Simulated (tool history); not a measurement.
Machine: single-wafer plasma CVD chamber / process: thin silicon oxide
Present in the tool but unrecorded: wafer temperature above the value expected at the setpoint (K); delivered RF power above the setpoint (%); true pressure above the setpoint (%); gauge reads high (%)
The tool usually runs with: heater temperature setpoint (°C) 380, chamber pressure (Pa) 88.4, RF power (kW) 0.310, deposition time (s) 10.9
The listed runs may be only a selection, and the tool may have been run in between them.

run,hour,heater temperature setpoint (°C),chamber pressure (Pa),RF power (kW),deposition time (s),wafers since the last listed run,hours since the last thermocouple change,hours since the last RF generator calibration,hours since the last manometer calibration,hours since the showerhead was replaced,hours since the gauge calibration,"read-back reference wafer on the same gauge, thickness_nm",mean film thickness on the monitor wafer (Å)
1,0.0,380,88.4,0.310,10.9,0,2166.8,679.0,711.0,7977.3,310.9,15.881,176.48
2,51.1,380,88.4,0.310,10.9,1550,2217.9,730.1,762.1,8028.4,362.0,15.934,178.17
3,146.8,380,88.4,0.310,10.9,2903,2313.6,825.8,857.8,8124.1,457.7,15.899,177.66
4,203.8,380,88.4,0.310,10.9,1729,2370.6,882.8,914.8,8181.1,514.7,15.902,177.98
5,240.1,380,83.6,0.310,10.9,1101,2406.9,919.1,951.1,8217.4,551.0,15.894,170.51
6,286.4,376,88.4,0.270,10.9,1404,2453.2,965.4,997.4,8263.7,597.3,15.893,167.59
7,336.0,376,88.4,0.270,10.9,1504,2502.8,1015.0,1047.0,8313.3,646.9,15.898,171.28
8,385.4,380,88.4,0.310,10.9,1498,2552.2,1064.4,1096.4,8362.7,696.3,15.870,180.33
9,472.0,380,88.4,0.310,10.9,2627,2638.8,1151.0,1183.0,8449.3,782.9,15.904,178.56
10,532.2,388,88.4,0.310,10.9,1826,2699.0,1211.2,1243.2,8509.5,843.1,15.902,177.71
11,587.9,388,88.4,0.310,10.9,1689,2754.7,1266.9,1298.9,8565.2,898.8,15.913,176.22
12,662.8,380,88.4,0.310,10.9,2272,2829.6,1341.8,1373.8,8640.1,973.7,15.931,179.60
# hour 759.2: showerhead replaced
# hour 911.5: thermocouple changed; heater temperature recalibrated
13,912.0,393,110.3,0.310,8.9,7075,0.5,1591.0,1623.0,152.8,1222.9,15.913,169.69
# hour 922.5: RF generator calibrated
14,952.7,380,88.4,0.310,10.9,992,41.2,30.2,1663.7,193.5,1263.6,15.911,185.77

Run 15 comes next. What will it give?
15,1053.7,373,81.6,0.265,11.6,3064,142.2,131.2,1764.7,294.5,1364.6,?,?

{"run 15": {"read-back reference wafer on the same gauge, thickness_nm": 15.921, "mean film thickness on the monitor wafer (Å)": 177.82}}
Were there no unlogged condition in the tool, this run, its random variation unchanged, would have produced mean film thickness on the monitor wafer (Å) 171.88.
